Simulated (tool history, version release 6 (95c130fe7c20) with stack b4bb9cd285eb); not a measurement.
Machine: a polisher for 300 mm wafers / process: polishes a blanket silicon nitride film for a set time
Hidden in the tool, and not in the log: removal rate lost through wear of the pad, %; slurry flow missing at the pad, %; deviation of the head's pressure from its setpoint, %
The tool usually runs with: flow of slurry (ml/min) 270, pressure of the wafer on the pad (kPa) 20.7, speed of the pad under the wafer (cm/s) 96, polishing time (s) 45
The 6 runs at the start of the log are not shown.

| run | day | flow of slurry (ml/min) | pressure of the wafer on the pad (kPa) | speed of the pad under the wafer (cm/s) | polishing time (s) | wafers since the last listed run | wafers polished on this pad | hours since the slurry nozzle was cleaned | hours since the head pressure was calibrated | incoming thickness of the incoming film, nm | film removed (Å) |
|---|---|---|---|---|---|---|---|---|---|---|---|
| 7 | 4.079 | 270 | 22.8 | 96 | 45 | 71 | 719 | 428.5 | 917.2 | 616.5 | 560 |
| 8 | 4.45 | 270 | 20.7 | 88 | 45 | 87 | 806 | 437.4 | 926.1 | 632.1 | 485 |
|  | 4.729 | worn pad replaced by a new one |
| 9 | 4.746 | 270 | 20.7 | 88 | 45 | 30 | 3 | 444.5 | 933.2 | 625.2 | 544 |
| 10 | 5.25 | 270 | 20.7 | 88 | 45 | 118 | 122 | 456.6 | 945.3 | 612.9 | 520 |
| 11 | 5.65 | 270 | 20.7 | 96 | 45 | 94 | 216 | 466.2 | 954.9 | 613 | 527 |
| 12 | 6.042 | 270 | 20.7 | 96 | 41 | 92 | 308 | 475.6 | 964.3 | 623.5 | 479 |
| 13 | 6.788 | 270 | 20.7 | 96 | 45 | 175 | 483 | 493.5 | 982.2 | 613.5 | 509 |
|  | 7.038 | slurry nozzle cleaned |
| 14 | 7.075 | 270 | 20.7 | 96 | 45 | 57 | 541 | 0.9 | 989.1 | 609.6 | 519 |
| 15 | 7.696 | 270 | 20.7 | 96 | 45 | 145 | 687 | 15.8 | 1004 | 622.4 | 502 |
| 16 | 8.017 | 270 | 20.7 | 96 | 45 | 75 | 763 | 23.5 | 1011.7 | 620.5 | 502 |
|  | 8.421 | worn pad replaced by a new one |
| 17 | 8.633 | 270 | 20.7 | 96 | 45 | 105 | 50 | 38.3 | 1026.5 | 622.2 | 548 |
| 18 | 9.354 | 270 | 20.7 | 96 | 45 | 169 | 219 | 55.6 | 1043.8 | 610.5 | 533 |

Run 19 comes next. What will it give?
| 19 | 9.992 | 270 | 16.5 | 124 | 45 | 149 | 369 | 70.9 | 1059.1 | 628.8 | ? |

film removed (Å): 477
Without the tool's hidden state the same run would have given film removed (Å) 575.
